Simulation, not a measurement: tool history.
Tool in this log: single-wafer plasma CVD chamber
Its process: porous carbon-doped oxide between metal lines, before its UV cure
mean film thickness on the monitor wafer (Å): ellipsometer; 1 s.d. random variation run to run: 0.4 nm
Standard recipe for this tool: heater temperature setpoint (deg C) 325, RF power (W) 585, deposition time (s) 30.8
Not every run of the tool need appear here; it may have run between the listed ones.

run,hour,heater temperature setpoint (deg C),RF power (W),deposition time (s),"read-back reference wafer on the same gauge, thickness_nm",mean film thickness on the monitor wafer (Å)
1,0.0,325,585,30.8,135.004,1572.50
2,17.3,325,585,30.8,135.118,1574.71
# hour 18.1: gauge calibrated
3,63.4,336,585,30.8,134.995,1479.47
4,75.2,336,585,30.8,134.959,1490.44
5,82.9,325,585,30.8,134.994,1572.91
6,92.7,325,585,30.8,135.040,1576.33
7,101.8,325,585,30.8,135.096,1570.44
8,119.4,325,585,30.8,135.155,1565.80
# hour 132.6: RF generator calibrated
9,133.1,325,585,30.8,134.905,1632.67
10,178.6,325,640,33.1,134.962,1903.96
11,187.6,325,640,33.1,135.063,1888.53
12,209.9,325,640,33.1,134.999,1894.09
# hour 221.8: showerhead replaced
13,222.3,325,585,30.8,135.007,1612.33
14,233.7,325,585,30.8,134.941,1620.85
# hour 235.5: gauge calibrated
15,245.0,325,585,30.8,134.945,1609.50
16,258.7,329,530,25.6,134.969,1192.59
# hour 273.6: thermocouple changed; heater temperature recalibrated
17,274.1,325,515,30.8,134.983,1410.96
18,278.8,334,585,34.1,134.897,1695.99
19,290.9,325,525,30.8,135.066,1441.82
20,305.9,329,635,28.6,135.004,1584.19
21,322.2,336,585,30.8,134.922,1513.05
22,334.4,333,585,33.0,134.988,1641.43
23,340.6,336,585,30.8,134.975,1510.73
24,349.8,325,585,30.8,135.048,1607.09
25,359.7,332,490,24.7,134.950,1030.54
26,370.1,325,585,30.8,134.973,1604.39
27,382.8,317,470,36.4,134.961,1547.01
28,400.6,325,695,25.3,135.074,1548.90
29,411.7,325,550,24.8,134.892,1222.45
30,419.6,325,585,35.4,135.127,1826.01

Each row is a separate what-if for the run after 30, all from the same tool condition, not one after another. Results?
A,420.0,325,585,30.8,?,?
B,420.0,310,585,30.8,?,?
C,420.0,335,685,34.3,?,?
D,420.0,325,695,34.6,?,?

run,"read-back reference wafer on the same gauge, thickness_nm",mean film thickness on the monitor wafer (Å)
A,134.832,1597.03
B,134.832,1744.23
C,134.832,1947.12
D,134.832,2097.92
Stripped of hidden state, with their random variation kept, the same runs would have yielded:
run,mean film thickness on the monitor wafer (Å)
A,1633.19
B,1783.72
C,1990.51
D,2144.68
